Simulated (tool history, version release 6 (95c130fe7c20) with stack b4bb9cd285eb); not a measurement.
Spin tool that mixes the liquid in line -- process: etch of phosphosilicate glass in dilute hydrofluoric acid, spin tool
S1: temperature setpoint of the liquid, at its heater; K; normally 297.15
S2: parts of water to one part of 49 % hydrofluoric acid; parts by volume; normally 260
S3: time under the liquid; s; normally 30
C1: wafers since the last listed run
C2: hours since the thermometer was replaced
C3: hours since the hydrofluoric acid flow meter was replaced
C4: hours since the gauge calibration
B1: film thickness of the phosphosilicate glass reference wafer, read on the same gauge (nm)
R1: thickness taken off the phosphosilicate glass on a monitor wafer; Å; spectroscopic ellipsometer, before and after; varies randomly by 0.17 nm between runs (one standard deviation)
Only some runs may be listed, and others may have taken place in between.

{"run": 1, "hour": 0.0, "S1": 297.15, "S2": 260, "S3": 30, "C1": 0, "C2": 1304.5, "C3": 564.4, "C4": 75.2, "B1": 50.01, "R1": 173.9}
{"run": 2, "hour": 9.7, "S1": 297.15, "S2": 260, "S3": 30, "C1": 137, "C2": 1314.2, "C3": 574.1, "C4": 84.9, "B1": 50, "R1": 175.2}
{"run": 3, "hour": 20.3, "S1": 297.15, "S2": 260, "S3": 30, "C1": 150, "C2": 1324.8, "C3": 584.7, "C4": 95.5, "B1": 50, "R1": 175.1}
{"run": 4, "hour": 27.8, "S1": 297.15, "S2": 260, "S3": 30, "C1": 106, "C2": 1332.3, "C3": 592.2, "C4": 103, "B1": 50.01, "R1": 173.5}
{"run": 5, "hour": 40.0, "S1": 297.15, "S2": 300, "S3": 30, "C1": 173, "C2": 1344.5, "C3": 604.4, "C4": 115.2, "B1": 50.02, "R1": 148.1}
{"run": 6, "hour": 53.0, "S1": 297.15, "S2": 260, "S3": 30, "C1": 184, "C2": 1357.5, "C3": 617.4, "C4": 128.2, "B1": 49.98, "R1": 174.6}
{"run": 7, "hour": 74.3, "S1": 297.15, "S2": 260, "S3": 30, "C1": 302, "C2": 1378.8, "C3": 638.7, "C4": 149.5, "B1": 49.99, "R1": 173.2}
{"run": 8, "hour": 80.5, "S1": 297.15, "S2": 355, "S3": 30, "C1": 88, "C2": 1385, "C3": 644.9, "C4": 155.7, "B1": 50, "R1": 116.3}
{"run": 9, "hour": 113.8, "S1": 297.15, "S2": 355, "S3": 30, "C1": 473, "C2": 1418.3, "C3": 678.2, "C4": 189, "B1": 50, "R1": 115.3}
{"hour": 116.0, "done": "thermometer replaced"}
{"run": 10, "hour": 125.1, "S1": 297.15, "S2": 180, "S3": 30, "C1": 146, "C2": 9.1, "C3": 689.5, "C4": 200.3, "B1": 50.03, "R1": 274.9}
{"run": 11, "hour": 136.7, "S1": 297.15, "S2": 180, "S3": 30, "C1": 164, "C2": 20.7, "C3": 701.1, "C4": 211.9, "B1": 49.98, "R1": 275}
{"hour": 140.6, "done": "hydrofluoric acid flow meter replaced"}
{"hour": 144.8, "done": "gauge calibrated"}
{"run": 12, "hour": 148.0, "S1": 297.15, "S2": 180, "S3": 30, "C1": 146, "C2": 32, "C3": 7.4, "C4": 3.2, "B1": 49.98, "R1": 289.9}
{"run": 13, "hour": 159.4, "S1": 297.15, "S2": 205, "S3": 30, "C1": 162, "C2": 43.4, "C3": 18.8, "C4": 14.6, "B1": 50.02, "R1": 249.6}
{"run": 14, "hour": 166.4, "S1": 297.15, "S2": 260, "S3": 30, "C1": 99, "C2": 50.4, "C3": 25.8, "C4": 21.6, "B1": 50, "R1": 184.8}
{"run": 15, "hour": 180.2, "S1": 297.15, "S2": 260, "S3": 30, "C1": 196, "C2": 64.2, "C3": 39.6, "C4": 35.4, "B1": 50.01, "R1": 181.6}
{"run": 16, "hour": 198.2, "S1": 293.15, "S2": 195, "S3": 15, "C1": 255, "C2": 82.2, "C3": 57.6, "C4": 53.4, "B1": 50, "R1": 113.7}
{"run": 17, "hour": 211.8, "S1": 297.15, "S2": 165, "S3": 40, "C1": 193, "C2": 95.8, "C3": 71.2, "C4": 67, "B1": 50.01, "R1": 425.5}
{"run": 18, "hour": 227.8, "S1": 301.65, "S2": 260, "S3": 45, "C1": 227, "C2": 111.8, "C3": 87.2, "C4": 83, "B1": 50.03, "R1": 320}
{"run": 19, "hour": 240.6, "S1": 295.65, "S2": 385, "S3": 30, "C1": 181, "C2": 124.6, "C3": 100, "C4": 95.8, "B1": 50, "R1": 104.6}
{"run": 20, "hour": 254.3, "S1": 295.65, "S2": 385, "S3": 30, "C1": 194, "C2": 138.3, "C3": 113.7, "C4": 109.5, "B1": 49.98, "R1": 104.6}
{"run": 21, "hour": 266.0, "S1": 293.65, "S2": 340, "S3": 45, "C1": 166, "C2": 150, "C3": 125.4, "C4": 121.2, "B1": 49.98, "R1": 175.2}
{"run": 22, "hour": 278.9, "S1": 297.15, "S2": 330, "S3": 40, "C1": 183, "C2": 162.9, "C3": 138.3, "C4": 134.1, "B1": 49.99, "R1": 179.6}
{"run": 23, "hour": 284.9, "S1": 297.15, "S2": 260, "S3": 30, "C1": 85, "C2": 168.9, "C3": 144.3, "C4": 140.1, "B1": 50.02, "R1": 181.9}
{"run": 24, "hour": 294.1, "S1": 297.15, "S2": 315, "S3": 40, "C1": 130, "C2": 178.1, "C3": 153.5, "C4": 149.3, "B1": 49.98, "R1": 190.3}
{"run": 25, "hour": 310.9, "S1": 295.65, "S2": 305, "S3": 15, "C1": 238, "C2": 194.9, "C3": 170.3, "C4": 166.1, "B1": 50.01, "R1": 71.4}
{"run": 26, "hour": 319.6, "S1": 301.15, "S2": 260, "S3": 30, "C1": 123, "C2": 203.6, "C3": 179, "C4": 174.8, "B1": 49.98, "R1": 208.5}
{"run": 27, "hour": 327.8, "S1": 300.65, "S2": 150, "S3": 50, "C1": 116, "C2": 211.8, "C3": 187.2, "C4": 183, "B1": 50.01, "R1": 670.7}
{"run": 28, "hour": 334.1, "S1": 299.15, "S2": 315, "S3": 40, "C1": 89, "C2": 218.1, "C3": 193.5, "C4": 189.3, "B1": 49.98, "R1": 203.8}
{"run": 29, "hour": 351.2, "S1": 297.15, "S2": 260, "S3": 30, "C1": 243, "C2": 235.2, "C3": 210.6, "C4": 206.4, "B1": 50, "R1": 180.9}
{"hour": 362.5, "done": "gauge calibrated"}
{"run": 30, "hour": 365.2, "S1": 293.15, "S2": 140, "S3": 50, "C1": 199, "C2": 249.2, "C3": 224.6, "C4": 2.7, "B1": 50.02, "R1": 547}
{"run": 31, "hour": 374.8, "S1": 297.15, "S2": 260, "S3": 30, "C1": 136, "C2": 258.8, "C3": 234.2, "C4": 12.3, "B1": 49.98, "R1": 184}
{"run": 32, "hour": 387.1, "S1": 302.15, "S2": 260, "S3": 30, "C1": 174, "C2": 271.1, "C3": 246.5, "C4": 24.6, "B1": 49.98, "R1": 216.5}
{"run": 33, "hour": 398.8, "S1": 297.15, "S2": 260, "S3": 30, "C1": 166, "C2": 282.8, "C3": 258.2, "C4": 36.3, "B1": 50, "R1": 179.5}

What differs in the tool's unlogged condition from the final listed run ahead of each entry between runs to the first listed run following it?
In the gap between runs 9 and 10: thermometer replaced (hour 116)
  hydrofluoric acid flow below the setpoint (%): 4.8 -> 4.88
  the result without the hidden state subtracted from the measured one, R1: -7.8 -> -17 Å
In the gap between runs 11 and 12: hydrofluoric acid flow meter replaced (hour 140.6); gauge calibrated (hour 144.8)
  hydrofluoric acid flow below the setpoint (%): 4.96 -> 0.183
  the result without the hidden state subtracted from the measured one, R1: -17.3 -> -0.6 Å
In the gap between runs 29 and 30: gauge calibrated (hour 362.5)
  hydrofluoric acid flow below the setpoint (%): 1.58 -> 1.68
  the result without the hidden state subtracted from the measured one, R1: -3.7 -> -10.7 Å
